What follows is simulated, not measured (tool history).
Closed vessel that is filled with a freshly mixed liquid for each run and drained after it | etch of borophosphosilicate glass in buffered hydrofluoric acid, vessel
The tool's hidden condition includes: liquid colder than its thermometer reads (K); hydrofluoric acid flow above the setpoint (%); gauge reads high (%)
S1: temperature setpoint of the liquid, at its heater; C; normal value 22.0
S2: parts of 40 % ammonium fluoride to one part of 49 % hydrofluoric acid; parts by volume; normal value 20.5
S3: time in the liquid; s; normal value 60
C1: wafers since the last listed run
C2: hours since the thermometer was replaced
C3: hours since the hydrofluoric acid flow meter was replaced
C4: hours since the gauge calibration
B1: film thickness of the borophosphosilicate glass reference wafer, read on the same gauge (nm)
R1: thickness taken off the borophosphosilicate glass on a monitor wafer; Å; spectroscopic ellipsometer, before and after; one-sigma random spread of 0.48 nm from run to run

run	hour	S1	S2	S3	C1	C2	C3	C4	B1	R1
1	0.0	22.0	20.5	60	0	73.8	556.8	3080.5	140.02	755.9
2	44.1	22.0	20.5	60	4752	117.9	600.9	3124.6	140.00	736.0
3	106.1	22.0	20.5	60	6681	179.9	662.9	3186.6	139.97	750.9
4	204.8	22.0	20.5	60	10636	278.6	761.6	3285.3	139.99	742.3
5	287.1	22.0	20.5	60	8868	360.9	843.9	3367.6	140.01	740.9
# hour 315.9: hydrofluoric acid flow meter replaced
6	330.9	22.0	20.5	60	4612	404.7	15.0	3411.4	139.98	744.9
7	428.4	22.0	20.5	60	10506	502.2	112.5	3508.9	140.01	740.1
8	487.7	22.0	20.5	60	6390	561.5	171.8	3568.2	139.99	733.5
9	568.5	22.0	20.5	60	8707	642.3	252.6	3649.0	140.03	736.1
10	613.4	23.5	26.0	45	4838	687.2	297.5	3693.9	139.97	505.9
11	678.0	24.5	25.0	90	6961	751.8	362.1	3758.5	140.00	1111.0
12	720.3	22.0	27.0	60	4558	794.1	404.4	3800.8	139.99	610.6
13	783.9	18.5	20.5	60	6853	857.7	468.0	3864.4	140.01	598.9
14	885.7	24.0	17.5	95	10970	959.5	569.8	3966.2	140.01	1515.2
15	941.4	22.0	20.5	60	6002	1015.2	625.5	4021.9	139.99	722.4
16	1010.4	22.0	20.5	60	7435	1084.2	694.5	4090.9	140.03	727.7
# hour 1136.8: thermometer replaced
# hour 1155.2: hydrofluoric acid flow meter replaced
17	1314.2	22.0	28.0	60	32522	177.4	159.0	4394.7	140.02	606.0
18	1361.2	24.5	14.5	50	5064	224.4	206.0	4441.7	140.01	992.9
# hour 1395.2: gauge calibrated
19	1432.1	25.0	25.0	30	7640	295.3	276.9	36.9	140.00	381.3
20	1496.9	22.0	20.5	60	6983	360.1	341.7	101.7	140.01	741.6
21	1601.3	22.0	17.5	60	11250	464.5	446.1	206.1	140.00	850.5
22	1666.4	22.0	20.5	60	7015	529.6	511.2	271.2	140.00	741.4
23	1736.3	19.0	14.5	60	7532	599.5	581.1	341.1	139.94	862.6
24	1818.2	18.5	25.0	80	8825	681.4	663.0	423.0	140.03	713.6
25	1888.5	22.0	20.5	60	7575	751.7	733.3	493.3	139.99	733.8
26	1952.0	27.0	27.0	40	6842	815.2	796.8	556.8	140.02	536.0
# hour 1954.8: hydrofluoric acid flow meter replaced
27	2169.0	20.5	20.5	60	23276	1032.2	214.2	773.8	140.00	678.3
28	2257.5	25.5	20.5	40	9536	1120.7	302.7	862.3	139.99	583.3
29	2335.1	22.0	20.5	45	8362	1198.3	380.3	939.9	140.02	543.7
# hour 2346.6: thermometer replaced
30	2467.3	22.0	20.5	60	14138	120.7	512.5	1072.1	140.00	751.9
31	2527.6	23.5	20.5	40	6498	181.0	572.8	1132.4	140.05	536.3

Consider 4 possible next runs. They are alternatives, not a sequence: every one starts from the tool as it was left by run 31. What does each give?
A	2528.3	22.0	20.5	30	75	181.7	573.5	1133.1	?	?
B	2528.3	22.0	13.0	35	75	181.7	573.5	1133.1	?	?
C	2528.3	22.0	20.5	90	75	181.7	573.5	1133.1	?	?
D	2528.3	18.0	18.0	60	75	181.7	573.5	1133.1	?	?

run	B1	R1
A	140.01	372.0
B	140.01	675.9
C	140.01	1116.1
D	140.01	672.8
With no hidden state in the tool, these same runs would have given:
run	R1
A	375.1
B	681.5
C	1125.3
D	678.4
